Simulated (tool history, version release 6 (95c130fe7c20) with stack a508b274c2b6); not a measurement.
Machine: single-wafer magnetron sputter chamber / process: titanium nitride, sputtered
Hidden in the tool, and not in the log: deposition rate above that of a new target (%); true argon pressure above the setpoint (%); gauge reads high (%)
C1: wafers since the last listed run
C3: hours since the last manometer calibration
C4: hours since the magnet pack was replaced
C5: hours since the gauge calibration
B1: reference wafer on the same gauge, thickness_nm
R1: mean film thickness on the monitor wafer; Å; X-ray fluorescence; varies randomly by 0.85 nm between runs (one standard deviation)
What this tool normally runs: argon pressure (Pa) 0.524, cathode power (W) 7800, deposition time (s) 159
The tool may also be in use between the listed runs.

run 1 hour=0.0 | argon_pressure_(Pa)=0.524 cathode_power_(W)=7800 deposition_time_(s)=159 | C1=0 wafers_on_the_sputter_target=1031 C3=1916.8 C4=8723.2 C5=578.4 | B1=217.663 | R1=2250.74
run 2 hour=13.2 | argon_pressure_(Pa)=0.524 cathode_power_(W)=7800 deposition_time_(s)=159 | C1=155 wafers_on_the_sputter_target=1186 C3=1930.0 C4=8736.4 C5=591.6 | B1=217.897 | R1=2242.74
run 3 hour=27.0 | argon_pressure_(Pa)=0.524 cathode_power_(W)=7800 deposition_time_(s)=159 | C1=162 wafers_on_the_sputter_target=1348 C3=1943.8 C4=8750.2 C5=605.4 | B1=217.574 | R1=2240.19
run 4 hour=62.9 | argon_pressure_(Pa)=0.524 cathode_power_(W)=7800 deposition_time_(s)=159 | C1=421 wafers_on_the_sputter_target=1770 C3=1979.7 C4=8786.1 C5=641.3 | B1=218.156 | R1=2242.53
run 5 hour=86.4 | argon_pressure_(Pa)=0.524 cathode_power_(W)=7800 deposition_time_(s)=159 | C1=276 wafers_on_the_sputter_target=2046 C3=2003.2 C4=8809.6 C5=664.8 | B1=218.008 | R1=2244.95
run 6 hour=109.5 | argon_pressure_(Pa)=0.524 cathode_power_(W)=9250 deposition_time_(s)=168 | C1=271 wafers_on_the_sputter_target=2317 C3=2026.3 C4=8832.7 C5=687.9 | B1=217.754 | R1=2693.49
run 7 hour=143.1 | argon_pressure_(Pa)=0.524 cathode_power_(W)=9250 deposition_time_(s)=168 | C1=394 wafers_on_the_sputter_target=2712 C3=2059.9 C4=8866.3 C5=721.5 | B1=217.669 | R1=2690.00
run 8 hour=161.0 | argon_pressure_(Pa)=0.524 cathode_power_(W)=9250 deposition_time_(s)=168 | C1=210 wafers_on_the_sputter_target=2922 C3=2077.8 C4=8884.2 C5=739.4 | B1=217.985 | R1=2714.23
run 9 hour=173.0 | argon_pressure_(Pa)=0.474 cathode_power_(W)=7800 deposition_time_(s)=159 | C1=140 wafers_on_the_sputter_target=3063 C3=2089.8 C4=8896.2 C5=751.4 | B1=217.939 | R1=2313.05
run 10 hour=189.4 | argon_pressure_(Pa)=0.474 cathode_power_(W)=7800 deposition_time_(s)=159 | C1=192 wafers_on_the_sputter_target=3256 C3=2106.2 C4=8912.6 C5=767.8 | B1=218.028 | R1=2308.46
run 11 hour=217.9 | argon_pressure_(Pa)=0.524 cathode_power_(W)=7800 deposition_time_(s)=159 | C1=334 wafers_on_the_sputter_target=3591 C3=2134.7 C4=8941.1 C5=796.3 | B1=217.980 | R1=2247.59
run 12 hour=238.5 | argon_pressure_(Pa)=0.524 cathode_power_(W)=7800 deposition_time_(s)=159 | C1=241 wafers_on_the_sputter_target=3833 C3=2155.3 C4=8961.7 C5=816.9 | B1=217.919 | R1=2252.70
run 13 hour=258.6 | argon_pressure_(Pa)=0.524 cathode_power_(W)=7800 deposition_time_(s)=159 | C1=236 wafers_on_the_sputter_target=4069 C3=2175.4 C4=8981.8 C5=837.0 | B1=218.270 | R1=2255.66
-- hour=273.6 gauge calibrated
run 14 hour=293.5 | argon_pressure_(Pa)=0.524 cathode_power_(W)=7800 deposition_time_(s)=159 | C1=409 wafers_on_the_sputter_target=4479 C3=2210.3 C4=9016.7 C5=19.9 | B1=217.893 | R1=2237.60
-- hour=328.7 sputter target and shields replaced
run 15 hour=329.2 | argon_pressure_(Pa)=0.524 cathode_power_(W)=7800 deposition_time_(s)=159 | C1=325 wafers_on_the_sputter_target=6 C3=2246.0 C4=9052.4 C5=55.6 | B1=218.136 | R1=2245.53
run 16 hour=350.3 | argon_pressure_(Pa)=0.524 cathode_power_(W)=7800 deposition_time_(s)=159 | C1=247 wafers_on_the_sputter_target=253 C3=2267.1 C4=9073.5 C5=76.7 | B1=218.085 | R1=2254.93
run 17 hour=369.7 | argon_pressure_(Pa)=0.650 cathode_power_(W)=7100 deposition_time_(s)=190 | C1=227 wafers_on_the_sputter_target=481 C3=2286.5 C4=9092.9 C5=96.1 | B1=218.198 | R1=2334.16
run 18 hour=399.6 | argon_pressure_(Pa)=0.689 cathode_power_(W)=8900 deposition_time_(s)=139 | C1=351 wafers_on_the_sputter_target=833 C3=2316.4 C4=9122.8 C5=126.0 | B1=218.106 | R1=1984.16
-- hour=416.3 capacitance manometer re-zeroed and calibrated
-- hour=427.6 magnet pack replaced
run 19 hour=428.1 | argon_pressure_(Pa)=0.524 cathode_power_(W)=8750 deposition_time_(s)=159 | C1=146 wafers_on_the_sputter_target=979 C3=11.8 C4=0.5 C5=154.5 | B1=218.178 | R1=2450.62
run 20 hour=449.9 | argon_pressure_(Pa)=0.664 cathode_power_(W)=9300 deposition_time_(s)=145 | C1=256 wafers_on_the_sputter_target=1236 C3=33.6 C4=22.3 C5=176.3 | B1=218.082 | R1=2176.43
run 21 hour=483.5 | argon_pressure_(Pa)=0.524 cathode_power_(W)=7800 deposition_time_(s)=159 | C1=394 wafers_on_the_sputter_target=1630 C3=67.2 C4=55.9 C5=209.9 | B1=218.166 | R1=2254.49
run 22 hour=511.7 | argon_pressure_(Pa)=0.589 cathode_power_(W)=6800 deposition_time_(s)=140 | C1=331 wafers_on_the_sputter_target=1961 C3=95.4 C4=84.1 C5=238.1 | B1=218.260 | R1=1728.44
run 23 hour=534.1 | argon_pressure_(Pa)=0.606 cathode_power_(W)=7800 deposition_time_(s)=172 | C1=263 wafers_on_the_sputter_target=2225 C3=117.8 C4=106.5 C5=260.5 | B1=217.895 | R1=2320.65
run 24 hour=557.6 | argon_pressure_(Pa)=0.355 cathode_power_(W)=8600 deposition_time_(s)=134 | C1=276 wafers_on_the_sputter_target=2501 C3=141.3 C4=130.0 C5=284.0 | B1=217.870 | R1=2242.89
run 25 hour=585.7 | argon_pressure_(Pa)=0.676 cathode_power_(W)=9050 deposition_time_(s)=137 | C1=330 wafers_on_the_sputter_target=2831 C3=169.4 C4=158.1 C5=312.1 | B1=217.888 | R1=1987.48
run 26 hour=673.0 | argon_pressure_(Pa)=0.606 cathode_power_(W)=7800 deposition_time_(s)=172 | C1=1025 wafers_on_the_sputter_target=3856 C3=256.7 C4=245.4 C5=399.4 | B1=218.258 | R1=2314.93
run 27 hour=730.6 | argon_pressure_(Pa)=0.524 cathode_power_(W)=7800 deposition_time_(s)=159 | C1=676 wafers_on_the_sputter_target=4533 C3=314.3 C4=303.0 C5=457.0 | B1=218.529 | R1=2242.27
run 28 hour=758.0 | argon_pressure_(Pa)=0.524 cathode_power_(W)=7800 deposition_time_(s)=159 | C1=321 wafers_on_the_sputter_target=4855 C3=341.7 C4=330.4 C5=484.4 | B1=217.845 | R1=2244.31
run 29 hour=781.9 | argon_pressure_(Pa)=0.685 cathode_power_(W)=6150 deposition_time_(s)=170 | C1=280 wafers_on_the_sputter_target=5135 C3=365.6 C4=354.3 C5=508.3 | B1=218.066 | R1=1837.57
-- hour=813.3 sputter target and shields replaced
run 30 hour=814.8 | argon_pressure_(Pa)=0.524 cathode_power_(W)=7800 deposition_time_(s)=159 | C1=292 wafers_on_the_sputter_target=17 C3=398.5 C4=387.2 C5=541.2 | B1=217.939 | R1=2241.14

The tool's hidden state at each run:
deposition rate above that of a new target (%): 0 at every run
true argon pressure above the setpoint (%): 0 at every run
gauge reads high (%): 0 at every run
